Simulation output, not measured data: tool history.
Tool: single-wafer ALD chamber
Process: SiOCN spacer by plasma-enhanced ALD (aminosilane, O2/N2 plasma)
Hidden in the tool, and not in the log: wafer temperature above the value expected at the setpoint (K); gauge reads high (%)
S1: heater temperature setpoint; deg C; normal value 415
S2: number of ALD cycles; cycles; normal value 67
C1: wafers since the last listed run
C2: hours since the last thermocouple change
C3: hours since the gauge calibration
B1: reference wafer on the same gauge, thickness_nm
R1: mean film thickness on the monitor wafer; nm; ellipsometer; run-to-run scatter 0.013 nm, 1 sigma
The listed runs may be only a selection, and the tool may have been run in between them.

run	hour	S1	S2	C1	C2	C3	B1	R1
1	0	415	57	0	949.7	334.6	3.467	3.613
2	58	415	57	247	1007.7	392.6	3.473	3.616
3	119	415	74	260	1068.7	453.6	3.469	4.693
4	172.3	415	74	227	1122	506.9	3.47	4.706
5	237.4	415	67	277	1187.1	572	3.472	4.239
6	271.8	415	67	146	1221.5	606.4	3.47	4.24
7	325.1	415	67	227	1274.8	659.7	3.469	4.238
8	350.5	404	67	108	1300.2	685.1	3.475	4.404
9	418.4	404	67	289	1368.1	753	3.473	4.42
10	478	404	67	254	1427.7	812.6	3.471	4.395
# hour 541.4: thermocouple changed; heater temperature recalibrated
11	548.1	423	60	265	6.7	882.7	3.47	3.692
12	607.2	423	60	252	65.8	941.8	3.47	3.696
13	661.9	423	60	233	120.5	996.5	3.469	3.713
# hour 692.1: gauge calibrated
14	705	415	67	184	163.6	12.9	3.472	4.252
15	754.9	415	67	213	213.5	62.8	3.469	4.247
16	788.2	415	67	142	246.8	96.1	3.466	4.25
17	836.4	407	58	205	295	144.3	3.47	3.796
18	874.8	415	67	163	333.4	182.7	3.475	4.255
19	942.6	415	59	289	401.2	250.5	3.469	3.743
20	995.9	429	62	227	454.5	303.8	3.47	3.754

Run 21 is up next; what results do you expect?
21	1063.2	410	54	287	521.8	371.1	?	?

Run 21 yielded B1 3.472, R1 3.465 nm.
With the hidden condition absent and the run-to-run variation left alone, this run would have shown R1 3.465 nm.

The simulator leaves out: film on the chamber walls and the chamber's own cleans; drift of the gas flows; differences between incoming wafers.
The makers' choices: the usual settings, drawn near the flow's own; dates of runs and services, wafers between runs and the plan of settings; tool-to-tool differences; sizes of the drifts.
